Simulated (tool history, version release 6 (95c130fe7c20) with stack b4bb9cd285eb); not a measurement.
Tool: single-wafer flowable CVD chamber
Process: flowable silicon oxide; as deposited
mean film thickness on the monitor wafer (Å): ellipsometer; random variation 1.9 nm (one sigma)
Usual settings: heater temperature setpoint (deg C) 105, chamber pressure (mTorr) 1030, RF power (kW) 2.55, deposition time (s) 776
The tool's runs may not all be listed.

| run | hour | heater temperature setpoint (deg C) | chamber pressure (mTorr) | RF power (kW) | deposition time (s) | read-back reference wafer on the same gauge, thickness_nm | mean film thickness on the monitor wafer (Å) |
|---|---|---|---|---|---|---|---|
| 1 | 0 | 105 | 1030 | 2.55 | 776 | 530.752 | 5126.05 |
| 2 | 68.5 | 105 | 1030 | 2.55 | 776 | 530.717 | 5117.79 |
| 3 | 136.6 | 105 | 1030 | 2.55 | 776 | 531.051 | 5154.52 |
| 4 | 175 | 105 | 1030 | 2.93 | 776 | 531.538 | 5286.51 |
|  | 238.5 | showerhead replaced |
| 5 | 240.2 | 105 | 1030 | 2.93 | 776 | 530.713 | 5340.64 |
| 6 | 277.1 | 105 | 1030 | 2.93 | 776 | 531.157 | 5332.2 |
|  | 317.9 | thermocouple changed; heater temperature recalibrated |
| 7 | 318.4 | 105 | 940 | 2.55 | 776 | 530.803 | 4314.98 |

Forecast run 8:
| 8 | 360.6 | 114 | 1210 | 2.55 | 776 | ? | ? |

Run 8 gave read-back reference wafer on the same gauge, thickness_nm 531.112, mean film thickness on the monitor wafer (Å) 4021.98.
Without the tool's hidden state the same run would have given mean film thickness on the monitor wafer (Å) 4403.77.
